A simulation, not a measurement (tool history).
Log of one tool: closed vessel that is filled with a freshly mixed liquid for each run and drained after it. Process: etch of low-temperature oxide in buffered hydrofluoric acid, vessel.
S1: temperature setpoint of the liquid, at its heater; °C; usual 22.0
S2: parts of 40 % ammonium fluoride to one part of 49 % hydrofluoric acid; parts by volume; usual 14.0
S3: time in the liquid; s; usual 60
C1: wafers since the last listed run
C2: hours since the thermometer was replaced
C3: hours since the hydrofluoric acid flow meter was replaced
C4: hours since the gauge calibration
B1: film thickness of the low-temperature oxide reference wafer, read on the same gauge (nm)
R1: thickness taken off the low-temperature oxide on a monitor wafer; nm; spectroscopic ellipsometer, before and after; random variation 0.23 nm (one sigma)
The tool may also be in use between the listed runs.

{"run": 1, "hour": 0.0, "S1": 22.0, "S2": 14.0, "S3": 60, "C1": 0, "C2": 796.2, "C3": 1921.9, "C4": 300.0, "B1": 120.0, "R1": 68.3}
{"run": 2, "hour": 30.5, "S1": 22.0, "S2": 14.0, "S3": 60, "C1": 4390, "C2": 826.7, "C3": 1952.4, "C4": 330.5, "B1": 119.99, "R1": 68.18}
{"run": 3, "hour": 55.1, "S1": 22.0, "S2": 14.0, "S3": 60, "C1": 3541, "C2": 851.3, "C3": 1977.0, "C4": 355.1, "B1": 119.99, "R1": 68.31}
{"run": 4, "hour": 78.0, "S1": 22.0, "S2": 14.0, "S3": 60, "C1": 3296, "C2": 874.2, "C3": 1999.9, "C4": 378.0, "B1": 120.02, "R1": 68.39}
{"run": 5, "hour": 100.4, "S1": 22.0, "S2": 14.0, "S3": 60, "C1": 3224, "C2": 896.6, "C3": 2022.3, "C4": 400.4, "B1": 120.0, "R1": 68.17}
{"run": 6, "hour": 120.9, "S1": 22.0, "S2": 14.0, "S3": 60, "C1": 2951, "C2": 917.1, "C3": 2042.8, "C4": 420.9, "B1": 119.98, "R1": 68.32}
{"run": 7, "hour": 145.3, "S1": 22.0, "S2": 14.0, "S3": 60, "C1": 3512, "C2": 941.5, "C3": 2067.2, "C4": 445.3, "B1": 120.0, "R1": 67.79}
{"run": 8, "hour": 179.0, "S1": 20.0, "S2": 14.0, "S3": 60, "C1": 4851, "C2": 975.2, "C3": 2100.9, "C4": 479.0, "B1": 120.01, "R1": 60.73}
{"hour": 202.6, "done": "thermometer replaced"}
{"run": 9, "hour": 209.6, "S1": 20.0, "S2": 14.0, "S3": 60, "C1": 4261, "C2": 7.0, "C3": 2131.5, "C4": 509.6, "B1": 120.0, "R1": 60.27}
{"run": 10, "hour": 230.9, "S1": 22.0, "S2": 14.0, "S3": 60, "C1": 3066, "C2": 28.3, "C3": 2152.8, "C4": 530.9, "B1": 120.01, "R1": 67.64}
{"run": 11, "hour": 253.7, "S1": 24.0, "S2": 14.0, "S3": 60, "C1": 3282, "C2": 51.1, "C3": 2175.6, "C4": 553.7, "B1": 120.01, "R1": 75.34}
{"run": 12, "hour": 278.5, "S1": 22.0, "S2": 14.0, "S3": 60, "C1": 3570, "C2": 75.9, "C3": 2200.4, "C4": 578.5, "B1": 120.0, "R1": 67.55}
{"run": 13, "hour": 293.8, "S1": 22.0, "S2": 14.0, "S3": 60, "C1": 2202, "C2": 91.2, "C3": 2215.7, "C4": 593.8, "B1": 120.0, "R1": 67.53}
{"run": 14, "hour": 309.4, "S1": 20.5, "S2": 9.0, "S3": 80, "C1": 2245, "C2": 106.8, "C3": 2231.3, "C4": 609.4, "B1": 120.02, "R1": 126.57}
{"run": 15, "hour": 335.8, "S1": 22.0, "S2": 16.5, "S3": 60, "C1": 3800, "C2": 133.2, "C3": 2257.7, "C4": 635.8, "B1": 120.0, "R1": 57.56}
{"run": 16, "hour": 362.3, "S1": 22.0, "S2": 14.0, "S3": 60, "C1": 3815, "C2": 159.7, "C3": 2284.2, "C4": 662.3, "B1": 120.01, "R1": 67.25}
{"run": 17, "hour": 375.9, "S1": 24.0, "S2": 11.5, "S3": 50, "C1": 1957, "C2": 173.3, "C3": 2297.8, "C4": 675.9, "B1": 120.0, "R1": 75.92}
{"run": 18, "hour": 402.9, "S1": 19.0, "S2": 9.5, "S3": 75, "C1": 3887, "C2": 200.3, "C3": 2324.8, "C4": 702.9, "B1": 120.0, "R1": 103.66}
{"hour": 415.6, "done": "gauge calibrated"}
{"run": 19, "hour": 426.6, "S1": 19.5, "S2": 16.0, "S3": 30, "C1": 3411, "C2": 224.0, "C3": 2348.5, "C4": 11.0, "B1": 119.98, "R1": 25.47}
{"run": 20, "hour": 452.0, "S1": 23.5, "S2": 18.0, "S3": 30, "C1": 3656, "C2": 249.4, "C3": 2373.9, "C4": 36.4, "B1": 120.0, "R1": 28.4}
{"run": 21, "hour": 464.3, "S1": 22.0, "S2": 14.0, "S3": 60, "C1": 1770, "C2": 261.7, "C3": 2386.2, "C4": 48.7, "B1": 120.01, "R1": 67.37}
{"run": 22, "hour": 498.7, "S1": 25.5, "S2": 18.5, "S3": 90, "C1": 4952, "C2": 296.1, "C3": 2420.6, "C4": 83.1, "B1": 120.02, "R1": 93.29}
{"run": 23, "hour": 521.7, "S1": 17.5, "S2": 18.0, "S3": 30, "C1": 3311, "C2": 319.1, "C3": 2443.6, "C4": 106.1, "B1": 119.99, "R1": 20.25}
{"run": 24, "hour": 536.6, "S1": 22.0, "S2": 14.0, "S3": 60, "C1": 2145, "C2": 334.0, "C3": 2458.5, "C4": 121.0, "B1": 120.02, "R1": 67.0}
{"run": 25, "hour": 565.2, "S1": 18.5, "S2": 19.5, "S3": 50, "C1": 4117, "C2": 362.6, "C3": 2487.1, "C4": 149.6, "B1": 119.99, "R1": 33.81}
{"hour": 579.4, "done": "hydrofluoric acid flow meter replaced"}
{"run": 26, "hour": 584.5, "S1": 22.0, "S2": 14.0, "S3": 60, "C1": 2634, "C2": 381.9, "C3": 5.1, "C4": 168.9, "B1": 120.02, "R1": 72.8}
{"run": 27, "hour": 668.2, "S1": 26.5, "S2": 17.0, "S3": 45, "C1": 12049, "C2": 465.6, "C3": 88.8, "C4": 252.6, "B1": 120.0, "R1": 57.29}
{"run": 28, "hour": 701.0, "S1": 22.0, "S2": 19.5, "S3": 90, "C1": 4722, "C2": 498.4, "C3": 121.6, "C4": 285.4, "B1": 119.98, "R1": 78.73}
{"run": 29, "hour": 713.1, "S1": 20.5, "S2": 14.0, "S3": 60, "C1": 1741, "C2": 510.5, "C3": 133.7, "C4": 297.5, "B1": 120.02, "R1": 67.03}
{"run": 30, "hour": 787.8, "S1": 22.0, "S2": 14.0, "S3": 30, "C1": 10754, "C2": 585.2, "C3": 208.4, "C4": 372.2, "B1": 120.0, "R1": 36.31}
{"run": 31, "hour": 800.5, "S1": 22.0, "S2": 9.0, "S3": 30, "C1": 1828, "C2": 597.9, "C3": 221.1, "C4": 384.9, "B1": 119.99, "R1": 53.84}
{"run": 32, "hour": 818.4, "S1": 22.0, "S2": 14.0, "S3": 75, "C1": 2576, "C2": 615.8, "C3": 239.0, "C4": 402.8, "B1": 119.98, "R1": 90.67}

4 ways to go on from here, each from the tool as it stands after run 32. What would each give?
{"run": "A", "hour": 819.1, "S1": 22.0, "S2": 14.0, "S3": 80, "C1": 100, "C2": 616.5, "C3": 239.7, "C4": 403.5, "B1": "?", "R1": "?"}
{"run": "B", "hour": 819.1, "S1": 22.0, "S2": 9.0, "S3": 85, "C1": 100, "C2": 616.5, "C3": 239.7, "C4": 403.5, "B1": "?", "R1": "?"}
{"run": "C", "hour": 819.1, "S1": 24.5, "S2": 11.5, "S3": 30, "C1": 100, "C2": 616.5, "C3": 239.7, "C4": 403.5, "B1": "?", "R1": "?"}
{"run": "D", "hour": 819.1, "S1": 18.5, "S2": 18.5, "S3": 80, "C1": 100, "C2": 616.5, "C3": 239.7, "C4": 403.5, "B1": "?", "R1": "?"}

run=A B1=120.01 R1=96.26
run=B B1=120.01 R1=152.69
run=C B1=120.01 R1=50.20
run=D B1=120.01 R1=60.12
Without the tool's hidden state the same runs would have given:
run=A R1=97.76
run=B R1=154.21
run=C R1=50.98
run=D R1=61.07
